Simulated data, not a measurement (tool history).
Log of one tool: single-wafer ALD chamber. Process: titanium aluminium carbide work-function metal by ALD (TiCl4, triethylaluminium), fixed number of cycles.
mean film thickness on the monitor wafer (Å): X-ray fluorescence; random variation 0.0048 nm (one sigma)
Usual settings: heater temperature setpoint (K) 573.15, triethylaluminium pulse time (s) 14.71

run    day  heater temperature setpoint (K)  triethylaluminium pulse time (s)  read-back reference wafer on the same gauge, thickness_nm  mean film thickness on the monitor wafer (Å)
  1      0                           579.15                             14.71                                                      1.748                                         18.92
  2  0.275                           579.15                             14.71                                                      1.751                                         18.87
  3  0.696                           579.15                             14.71                                                      1.749                                         18.94
  4  1.208                           573.15                             19.36                                                      1.751                                         18.95
  5  1.812                           573.15                             14.71                                                      1.749                                         18.45
     2.621  -- triethylaluminium bottle replaced
     2.833  -- showerhead replaced
  6  2.854                           573.15                             14.71                                                       1.75                                            16
  7  2.867                           573.15                             14.71                                                      1.749                                         16.05
  8  3.125                           568.15                             14.71                                                       1.75                                         15.71
  9  3.442                           568.15                             14.71                                                      1.753                                          15.6
     4.221  -- triethylaluminium bottle replaced, repeated, since the last time left the tool worse
 10  4.242                           577.15                              9.01                                                      1.748                                         17.44
 11  4.658                           577.15                             20.36                                                       1.75                                         19.36
     4.892  -- gauge calibrated
 12  4.988                           564.15                             19.34                                                      1.749                                         18.46
     5.404  -- thermocouple changed; heater temperature recalibrated
 13  5.562                           563.15                             17.74                                                      1.749                                         18.36
 14  5.942                           562.15                             14.71                                                      1.751                                         18.19
 15  6.262                           573.15                             11.43                                                      1.749                                         18.56
 16  6.762                           584.15                              11.2                                                       1.75                                         19.35
 17  7.146                           573.15                             14.71                                                      1.751                                         19.01
 18  7.625                           573.15                             14.71                                                      1.748                                         19.07

Forecast each of these 4 alternatives for the next run:
  A  7.642                           573.15                             17.71                                                          ?                                             ?
  B  7.642                           565.15                             16.39                                                          ?                                             ?
  C  7.642                           569.15                             12.69                                                          ?                                             ?
  D  7.642                           565.15                             11.19                                                          ?                                             ?

run  read-back reference wafer on the same gauge, thickness_nm  mean film thickness on the monitor wafer (Å)
  A                                                      1.752                                         19.14
  B                                                      1.752                                          18.5
  C                                                      1.752                                         18.53
  D                                                      1.752                                         17.88
Without the tool's hidden state the same runs would have given:
run  mean film thickness on the monitor wafer (Å)
  A                                         19.14
  B                                          18.5
  C                                         18.54
  D                                          17.9
